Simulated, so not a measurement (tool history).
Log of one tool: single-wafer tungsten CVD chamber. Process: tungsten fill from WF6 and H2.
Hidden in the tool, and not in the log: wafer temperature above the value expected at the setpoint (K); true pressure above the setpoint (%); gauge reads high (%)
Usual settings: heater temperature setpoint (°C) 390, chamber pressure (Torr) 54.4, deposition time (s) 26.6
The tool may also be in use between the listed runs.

run	hour	heater temperature setpoint (°C)	chamber pressure (Torr)	deposition time (s)	wafers since the last listed run	hours since the last thermocouple change	hours since the last manometer calibration	hours since the showerhead was replaced	hours since the gauge calibration	read-back reference wafer on the same gauge, thickness_nm	mean film thickness on the monitor wafer (Å)
1	0	390	54.4	26.6	0	1045.4	2068.7	4675.7	1796.5	84.127	791.2
2	59.4	390	54.4	26.6	967	1104.8	2128.1	4735.1	1855.9	84.237	792.59
3	147	390	54.4	26.6	1426	1192.4	2215.7	4822.7	1943.5	84.135	791.14
# hour 162.8: capacitance manometer re-zeroed and calibrated
# hour 176.4: thermocouple changed; heater temperature recalibrated
4	209.3	390	54.4	26.6	753	32.9	46.5	4885	2005.8	84.152	794.23
5	247.5	390	54.4	26.6	622	71.1	84.7	4923.2	2044	84.274	794.35
6	298.7	380	54.4	27.9	833	122.3	135.9	4974.4	2095.2	84.159	661.93
7	352.1	380	54.4	27.9	869	175.7	189.3	5027.8	2148.6	84.193	664.1
8	606.2	380	54.4	27.9	4137	429.8	443.4	5281.9	2402.7	84.173	659.95
9	703.7	390	48.1	26.6	1587	527.3	540.9	5379.4	2500.2	84.193	741.72
10	798.1	390	48.1	26.6	1537	621.7	635.3	5473.8	2594.6	84.219	745.27
11	889.4	400	62.3	22.4	1486	713	726.6	5565.1	2685.9	84.166	882.7
12	955.9	390	54.4	23.9	1082	779.5	793.1	5631.6	2752.4	84.152	715.22
# hour 1056: showerhead replaced
13	1056.5	390	54.4	26.6	1507	880.1	893.7	0.5	2853	84.178	792.82
14	1101.2	403	40.8	22.5	727	924.8	938.4	45.2	2897.7	84.275	749.92
# hour 1170.4: gauge calibrated
15	1192.3	403	41.9	23.2	1483	1015.9	1029.5	136.3	21.9	84.229	780.34
16	1284	383	60.3	24.6	1493	1107.6	1121.2	228	113.6	84.215	657.69
# hour 1313.6: thermocouple changed; heater temperature recalibrated
17	1332	398	48.5	28.6	651	18.4	1169.2	276	161.6	84.247	944.33
18	1411.4	390	54.4	30.2	1292	97.8	1248.6	355.4	241	84.214	896.74
19	1469.6	399	47.5	23.9	947	156	1306.8	413.6	299.2	84.171	804.12
20	1537.7	386	47.6	29.6	1108	224.1	1374.9	481.7	367.3	84.275	753.95
21	1635.7	379	50.4	24.9	1595	322.1	1472.9	579.7	465.3	84.174	553.61
22	1702.3	386	54.4	26.6	1084	388.7	1539.5	646.3	531.9	84.22	723.8
23	1742.5	390	45.7	26.6	654	428.9	1579.7	686.5	572.1	84.135	723.95
24	1846.8	379	61	28.7	1698	533.2	1684	790.8	676.4	84.187	709.38
25	1938.5	390	54.4	26.6	1493	624.9	1775.7	882.5	768.1	84.217	794.63
26	1997.9	386	45.1	29.7	967	684.3	1835.1	941.9	827.5	84.203	725.61
27	2045.8	403	54.4	31.3	779	732.2	1883	989.8	875.4	84.133	1221.29
28	2085	399	54.4	21.6	638	771.4	1922.2	1029	914.6	84.18	776.76
# hour 2141.5: capacitance manometer re-zeroed and calibrated
29	2149.3	381	65.6	29.9	916	835.7	7.8	1093.3	978.9	84.181	802.8
30	2188.6	390	54.4	26.6	639	875	47.1	1132.6	1018.2	84.266	794.5
31	2243.6	390	54.4	26.6	895	930	102.1	1187.6	1073.2	84.253	795.47
32	2281.8	378	58.2	26.6	622	968.2	140.3	1225.8	1111.4	84.202	628.29
33	2375.6	378	49.6	29	1527	1062	234.1	1319.6	1205.2	84.097	626.94
# hour 2409.7: thermocouple changed; heater temperature recalibrated
34	2461.3	390	54.4	26.6	1265	51.6	319.8	1405.3	1290.9	84.219	796.05

Forecast each of these 4 alternatives for the next run:
A	2461.7	390	59	26.6	6	52	320.2	1405.7	1291.3	?	?
B	2461.7	390	66.9	29	6	52	320.2	1405.7	1291.3	?	?
C	2461.7	404	64.3	26.6	6	52	320.2	1405.7	1291.3	?	?
D	2461.7	396	41.3	30.7	6	52	320.2	1405.7	1291.3	?	?

run	read-back reference wafer on the same gauge, thickness_nm	mean film thickness on the monitor wafer (Å)
A	84.209	828.77
B	84.209	964.06
C	84.209	1162.28
D	84.209	890.15
Without the tool's hidden state the same runs would have given:
run	mean film thickness on the monitor wafer (Å)
A	828.77
B	964.06
C	1162.28
D	890.15

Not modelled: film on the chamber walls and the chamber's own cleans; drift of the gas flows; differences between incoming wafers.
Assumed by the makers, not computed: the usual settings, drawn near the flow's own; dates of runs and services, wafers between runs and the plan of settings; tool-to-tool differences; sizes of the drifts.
